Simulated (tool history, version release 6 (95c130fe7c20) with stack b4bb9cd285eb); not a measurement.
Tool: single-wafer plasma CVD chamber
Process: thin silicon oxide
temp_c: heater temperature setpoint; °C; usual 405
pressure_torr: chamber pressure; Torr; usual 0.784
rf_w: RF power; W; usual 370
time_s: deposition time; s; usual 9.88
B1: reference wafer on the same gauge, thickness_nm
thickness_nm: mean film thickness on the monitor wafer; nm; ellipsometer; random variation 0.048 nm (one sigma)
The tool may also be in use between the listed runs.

Run 1, day 0: usual settings; B1 19.304. Result: thickness_nm 22.277 nm.
Run 2, day 1.242: usual settings but rf_w 415 W; B1 19.295. Result: thickness_nm 23.07 nm.
Run 3, day 2.554: usual settings; B1 19.313. Result: thickness_nm 22.361 nm.
Run 4, day 3.2: usual settings; B1 19.29. Result: thickness_nm 22.352 nm.
Run 5, day 4.25: usual settings; B1 19.3. Result: thickness_nm 22.318 nm.
Run 6, day 5.162: usual settings; B1 19.295. Result: thickness_nm 22.279 nm.
Run 7, day 6.075: usual settings but temp_c 416 °C, time_s 8.83 s; B1 19.32. Result: thickness_nm 19.782 nm.
Run 8, day 6.975: usual settings; B1 19.295. Result: thickness_nm 22.224 nm.
Run 9, day 7.483: usual settings; B1 19.3. Result: thickness_nm 22.245 nm.
At day 8.15: RF generator calibrated.
Run 10, day 8.538: usual settings but time_s 10.8 s; B1 19.301. Result: thickness_nm 24.925 nm.
Run 11, day 9.196: usual settings but time_s 10.8 s; B1 19.294. Result: thickness_nm 24.95 nm.
Run 12, day 10.092: usual settings but time_s 10.8 s; B1 19.298. Result: thickness_nm 24.936 nm.
Run 13, day 11.238: usual settings but pressure_torr 0.72 Torr; B1 19.294. Result: thickness_nm 21.745 nm.
At day 12.092: thermocouple changed; heater temperature recalibrated.
Run 14, day 12.162: usual settings but time_s 10.8 s; B1 19.3. Result: thickness_nm 24.981 nm.
At day 12.492: gauge calibrated.
At day 13.483: capacitance manometer re-zeroed and calibrated.
Run 15, day 13.546: usual settings but rf_w 415 W; B1 19.3. Result: thickness_nm 22.615 nm.
Run 16, day 14.679: usual settings but pressure_torr 0.723 Torr, rf_w 305 W, time_s 11.77 s; B1 19.307. Result: thickness_nm 23.633 nm.
At day 15.571: showerhead replaced.
Run 17, day 15.829: usual settings but pressure_torr 0.723 Torr, rf_w 305 W, time_s 11.77 s; B1 19.299. Result: thickness_nm 23.665 nm.
Run 18, day 17.133: usual settings but pressure_torr 0.889 Torr, time_s 11.04 s; B1 19.309. Result: thickness_nm 26.218 nm.
Run 19, day 17.971: usual settings but temp_c 400 °C, pressure_torr 0.868 Torr, rf_w 410 W, time_s 11.43 s; B1 19.296. Result: thickness_nm 27.722 nm.
Run 20, day 18.775: usual settings but temp_c 416 °C, rf_w 400 W, time_s 8.11 s; B1 19.292. Result: thickness_nm 18.299 nm.
Run 21, day 19.525: usual settings but temp_c 399 °C, pressure_torr 0.918 Torr, time_s 8.89 s; B1 19.315. Result: thickness_nm 21.57 nm.
Run 22, day 22.825: usual settings; B1 19.287. Result: thickness_nm 21.954 nm.
Run 23, day 23.846: usual settings but temp_c 395 °C, pressure_torr 0.851 Torr; B1 19.299. Result: thickness_nm 23.06 nm.
Run 24, day 24.908: usual settings but temp_c 420 °C, pressure_torr 0.686 Torr, rf_w 320 W, time_s 10.72 s; B1 19.316. Result: thickness_nm 21.032 nm.
Run 25, day 25.871: usual settings but temp_c 416 °C, time_s 8.83 s; B1 19.287. Result: thickness_nm 19.491 nm.
Run 26, day 26.746: usual settings but temp_c 416 °C, rf_w 395 W, time_s 10.97 s; B1 19.305. Result: thickness_nm 24.542 nm.

3 ways to go on from here, each from the tool as it stands after run 26. What would each give?
Run A, day 26.762: usual settings; B1 ?. Result: thickness_nm ?.
Run B, day 26.762: usual settings but pressure_torr 0.618 Torr, time_s 8.76 s; B1 ?. Result: thickness_nm ?.
Run C, day 26.762: usual settings but temp_c 394 °C, rf_w 405 W; B1 ?. Result: thickness_nm ?.

run      B1  thickness_nm
  A  19.296        21.937
  B  19.296        17.035
  C  19.296        22.624
Without the tool's hidden state the same runs would have given:
run  thickness_nm
  A        21.939
  B        17.022
  C        22.625

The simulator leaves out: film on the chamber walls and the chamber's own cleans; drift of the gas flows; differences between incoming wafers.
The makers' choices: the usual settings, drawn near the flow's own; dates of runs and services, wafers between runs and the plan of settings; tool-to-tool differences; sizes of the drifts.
